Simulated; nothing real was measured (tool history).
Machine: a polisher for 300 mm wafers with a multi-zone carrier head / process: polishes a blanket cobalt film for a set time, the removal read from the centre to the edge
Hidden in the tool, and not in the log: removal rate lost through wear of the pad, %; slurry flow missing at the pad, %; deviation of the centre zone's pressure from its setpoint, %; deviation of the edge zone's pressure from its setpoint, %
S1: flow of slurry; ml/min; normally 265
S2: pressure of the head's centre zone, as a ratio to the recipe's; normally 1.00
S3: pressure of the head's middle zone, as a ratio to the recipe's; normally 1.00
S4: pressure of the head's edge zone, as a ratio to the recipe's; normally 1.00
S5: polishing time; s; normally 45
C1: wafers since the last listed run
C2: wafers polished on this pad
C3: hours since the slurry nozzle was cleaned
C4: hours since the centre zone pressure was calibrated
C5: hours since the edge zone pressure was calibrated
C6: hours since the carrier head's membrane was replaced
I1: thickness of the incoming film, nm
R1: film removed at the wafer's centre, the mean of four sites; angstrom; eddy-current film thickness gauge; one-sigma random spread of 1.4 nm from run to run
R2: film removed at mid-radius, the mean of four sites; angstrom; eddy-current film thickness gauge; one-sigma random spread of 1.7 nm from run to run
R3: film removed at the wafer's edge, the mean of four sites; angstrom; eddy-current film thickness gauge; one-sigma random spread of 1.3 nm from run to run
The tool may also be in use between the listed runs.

run    hour   S1    S2    S3    S4  S5    C1    C2     C3      C4     C5      C6     I1    R1    R2    R3
  1     0.0  265  1.00  1.00  1.00  45     0  2121    0.5   353.0  329.1   956.9  661.2  1388  1379  1402
       36.4  -- edge zone pressure recalibrated
  2    91.3  265  1.00  1.00  1.00  45  1092  3213   91.8   444.3   54.9  1048.2  648.8  1361  1337  1383
  3   137.5  265  1.00  1.00  1.00  55   565  3778  138.0   490.5  101.1  1094.4  648.6  1669  1636  1686
  4   193.3  265  1.00  1.00  1.00  45   682  4460  193.8   546.3  156.9  1150.2  649.1  1355  1328  1347
      199.1  -- worn pad replaced by a new one
  5   289.9  265  0.92  0.95  1.00  45  1132  1110  290.4   642.9  253.5  1246.8  646.6  1189  1246  1358
      366.0  -- edge zone pressure recalibrated
  6   375.7  265  0.92  0.95  1.00  45  1024  2135  376.2   728.7    9.7  1332.6  652.7  1182  1257  1351
  7   419.2  265  0.92  0.95  1.00  45   532  2667  419.7   772.2   53.2  1376.1  642.6  1187  1233  1323
  8   489.8  265  1.00  1.00  1.00  45   863  3530  490.3   842.8  123.8  1446.7  645.6  1307  1289  1326
      556.2  -- worn pad replaced by a new one
  9   585.5  265  1.00  1.00  1.00  45  1121   358  586.0   938.5  219.5  1542.4  648.9  1284  1247  1315
 10   633.9  265  1.00  1.00  0.94  45   591   950  634.4   986.9  267.9  1590.8  639.0  1294  1274  1278
      693.9  -- edge zone pressure recalibrated
 11   738.6  265  1.00  1.00  0.94  45  1256  2206  739.1  1091.6   44.7  1695.5  647.3  1247  1254  1279
      759.4  -- slurry nozzle cleaned
 12   822.0  265  1.00  1.00  1.00  57  1007  3214   62.6  1175.0  128.1  1778.9  656.4  1736  1738  1765
      877.1  -- worn pad replaced by a new one
 13   925.2  265  1.09  0.97  0.88  56  1213   587  165.8  1278.2  231.3  1882.1  648.4  1851  1600  1591
      968.2  -- centre zone pressure recalibrated
 14   968.7  345  1.04  1.00  0.93  45   507  1095  209.3     0.5  274.8  1925.6  641.7  1474  1370  1323
 15  1038.6  265  0.88  1.00  1.00  45   854  1950  279.2    70.4  344.7  1995.5  659.2  1164  1299  1338
 16  1097.9  265  1.00  1.00  1.00  45   725  2675  338.5   129.7  404.0  2054.8  644.4  1318  1290  1308
     1101.1  -- edge zone pressure recalibrated
 17  1146.8  265  1.00  1.00  1.00  45   573  3249  387.4   178.6   45.7  2103.7  648.8  1286  1257  1335
 18  1244.3  235  1.03  1.00  1.11  45  1192  4441  484.9   276.1  143.2  2201.2  647.0  1274  1244  1345
     1271.2  -- worn pad replaced by a new one
     1290.0  -- carrier head's membrane replaced by a new one
 19  1370.8  265  0.96  1.00  1.08  45  1437  1157  611.4   402.6  269.7    80.8  639.5  1203  1251  1353
 20  1416.1  265  0.92  0.95  1.00  45   554  1711  656.7   447.9  315.0   126.1  649.0  1146  1201  1288
     1448.1  -- edge zone pressure recalibrated
     1473.1  -- slurry nozzle cleaned
 21  1513.8  265  1.07  1.00  1.09  45  1158  2869   40.7   545.6   65.7   223.8  656.1  1476  1373  1429
 22  1604.2  265  1.00  1.00  0.91  32  1105  3975  131.1   636.0  156.1   314.2  644.9   955   924   921
     1667.9  -- worn pad replaced by a new one
 23  1706.9  265  1.00  1.00  1.00  56  1207   476  233.8   738.7  258.8   416.9  650.4  1652  1610  1700

Here are 3 independent what-if runs from the current tool condition. What would each one return?
  A  1707.3  265  1.00  1.00  1.00  45   4  481  234.2  739.1  259.2  417.3  649.5   ?   ?   ?
  B  1707.3  330  0.95  1.00  1.00  45   4  481  234.2  739.1  259.2  417.3  649.5   ?   ?   ?
  C  1707.3  190  1.00  0.91  1.00  45   4  481  234.2  739.1  259.2  417.3  649.5   ?   ?   ?

run    R1    R2    R3
  A  1336  1313  1335
  B  1315  1357  1368
  C  1236  1133  1272
Without the tool's unlogged condition, the same runs would have read:
run    R1    R2    R3
  A  1401  1371  1379
  B  1366  1404  1405
  C  1325  1205  1330
